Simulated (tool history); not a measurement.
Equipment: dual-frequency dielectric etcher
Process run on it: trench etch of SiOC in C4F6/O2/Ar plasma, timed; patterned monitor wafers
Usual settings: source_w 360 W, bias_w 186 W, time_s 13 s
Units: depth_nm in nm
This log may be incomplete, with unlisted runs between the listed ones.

| run | hour | source_w | bias_w | time_s | wafers since the last listed run | hours since the last wet clean | hours since the last source power generator calibration | hours since the last bias power generator calibration | hours since the last upper electrode change | hours since the gauge calibration | read-back reference wafer on the same gauge, depth_nm | depth_nm |
|---|---|---|---|---|---|---|---|---|---|---|---|---|
| 1 | 0 | 360 | 186 | 13 | 0 | 172.7 | 2480.8 | 1725.8 | 4535.6 | 2117.5 | 26.43 | 24.01 |
| 2 | 59.5 | 360 | 186 | 13 | 1440 | 232.2 | 2540.3 | 1785.3 | 4595.1 | 2177 | 26.44 | 24.02 |
| 3 | 83.9 | 360 | 186 | 13 | 590 | 256.6 | 2564.7 | 1809.7 | 4619.5 | 2201.4 | 26.41 | 23.97 |
| 4 | 147.8 | 360 | 186 | 13 | 1547 | 320.5 | 2628.6 | 1873.6 | 4683.4 | 2265.3 | 26.38 | 24.28 |
| 5 | 213.9 | 360 | 186 | 13 | 1600 | 386.6 | 2694.7 | 1939.7 | 4749.5 | 2331.4 | 26.35 | 24.55 |
|  | 268 | wet clean of the chamber, repeated, since the last time left the tool worse |
| 6 | 268.5 | 360 | 186 | 13 | 741 | 0.5 | 2749.3 | 1994.3 | 4804.1 | 2386 | 26.41 | 24.96 |
| 7 | 270.5 | 360 | 186 | 10.5 | 48 | 2.5 | 2751.3 | 1996.3 | 4806.1 | 2388 | 26.41 | 20.19 |
| 8 | 313.5 | 360 | 186 | 10.5 | 1041 | 45.5 | 2794.3 | 2039.3 | 4849.1 | 2431 | 26.4 | 20.14 |
| 9 | 368.2 | 360 | 186 | 10.5 | 1324 | 100.2 | 2849 | 2094 | 4903.8 | 2485.7 | 26.41 | 20.43 |
|  | 407.7 | source power generator calibrated |
|  | 411.7 | bias power generator calibrated |
| 10 | 413.9 | 360 | 148 | 14.5 | 914 | 145.9 | 6.2 | 2.2 | 4949.5 | 2531.4 | 26.4 | 25.99 |
| 11 | 478.1 | 360 | 186 | 10.5 | 1554 | 210.1 | 70.4 | 66.4 | 5013.7 | 2595.6 | 26.36 | 20.56 |
|  | 523.4 | upper electrode replaced |
| 12 | 523.9 | 410 | 147 | 16.5 | 527 | 255.9 | 116.2 | 112.2 | 0.5 | 2641.4 | 26.35 | 30.73 |
| 13 | 567.3 | 360 | 186 | 13 | 1051 | 299.3 | 159.6 | 155.6 | 43.9 | 2684.8 | 26.39 | 25.68 |
| 14 | 594.4 | 320 | 227 | 10 | 656 | 326.4 | 186.7 | 182.7 | 71 | 2711.9 | 26.43 | 20.34 |
| 15 | 649 | 360 | 186 | 15.5 | 1322 | 381 | 241.3 | 237.3 | 125.6 | 2766.5 | 26.4 | 30.74 |
|  | 694.8 | wet clean of the chamber |
|  | 703 | gauge calibrated |
| 16 | 707.2 | 360 | 186 | 13 | 828 | 12.4 | 299.5 | 295.5 | 183.8 | 4.2 | 26.4 | 25.11 |
| 17 | 777.9 | 360 | 186 | 13 | 1712 | 83.1 | 370.2 | 366.2 | 254.5 | 74.9 | 26.4 | 25.38 |
| 18 | 824.7 | 380 | 154 | 13 | 1133 | 129.9 | 417 | 413 | 301.3 | 121.7 | 26.4 | 23.97 |
| 19 | 1031.7 | 360 | 186 | 13 | 5012 | 336.9 | 624 | 620 | 508.3 | 328.7 | 26.38 | 25.82 |
| 20 | 1092.2 | 360 | 186 | 13 | 1465 | 397.4 | 684.5 | 680.5 | 568.8 | 389.2 | 26.43 | 25.71 |
| 21 | 1162.8 | 360 | 186 | 9.5 | 1709 | 468 | 755.1 | 751.1 | 639.4 | 459.8 | 26.36 | 19.06 |
| 22 | 1199 | 450 | 186 | 13 | 876 | 504.2 | 791.3 | 787.3 | 675.6 | 496 | 26.37 | 28 |
|  | 1264.5 | wet clean of the chamber |
| 23 | 1265 | 320 | 186 | 12 | 1017 | 0.5 | 857.3 | 853.3 | 741.6 | 562 | 26.36 | 22.52 |
| 24 | 1320.5 | 360 | 186 | 13 | 1344 | 56 | 912.8 | 908.8 | 797.1 | 617.5 | 26.39 | 25.08 |
| 25 | 1380.9 | 360 | 186 | 13 | 1462 | 116.4 | 973.2 | 969.2 | 857.5 | 677.9 | 26.38 | 25.44 |
| 26 | 1407.6 | 400 | 215 | 11 | 646 | 143.1 | 999.9 | 995.9 | 884.2 | 704.6 | 26.41 | 23.56 |
| 27 | 1612.8 | 360 | 146 | 13 | 4969 | 348.3 | 1205.1 | 1201.1 | 1089.4 | 909.8 | 26.41 | 23.49 |
| 28 | 1649.1 | 360 | 157 | 10 | 879 | 384.6 | 1241.4 | 1237.4 | 1125.7 | 946.1 | 26.36 | 18.73 |
| 29 | 1716.2 | 450 | 141 | 16 | 1624 | 451.7 | 1308.5 | 1304.5 | 1192.8 | 1013.2 | 26.41 | 30.95 |

Each row is a separate what-if for the run after 29, all from the same tool condition, not one after another. Results?
| A | 1716.6 | 360 | 143 | 13 | 9 | 452.1 | 1308.9 | 1304.9 | 1193.2 | 1013.6 | ? | ? |
| B | 1716.6 | 430 | 186 | 9.5 | 9 | 452.1 | 1308.9 | 1304.9 | 1193.2 | 1013.6 | ? | ? |
| C | 1716.6 | 360 | 186 | 16.5 | 9 | 452.1 | 1308.9 | 1304.9 | 1193.2 | 1013.6 | ? | ? |
| D | 1716.6 | 360 | 158 | 13 | 9 | 452.1 | 1308.9 | 1304.9 | 1193.2 | 1013.6 | ? | ? |
| E | 1716.6 | 450 | 157 | 16 | 9 | 452.1 | 1308.9 | 1304.9 | 1193.2 | 1013.6 | ? | ? |

| run | read-back reference wafer on the same gauge, depth_nm | depth_nm |
|---|---|---|
| A | 26.43 | 23.69 |
| B | 26.43 | 20.14 |
| C | 26.43 | 33.16 |
| D | 26.43 | 24.58 |
| E | 26.43 | 32.31 |
Stripped of hidden state, with their random variation kept, the same runs would have yielded:
| run | depth_nm |
|---|---|
| A | 22.86 |
| B | 19.44 |
| C | 32.01 |
| D | 23.73 |
| E | 31.19 |
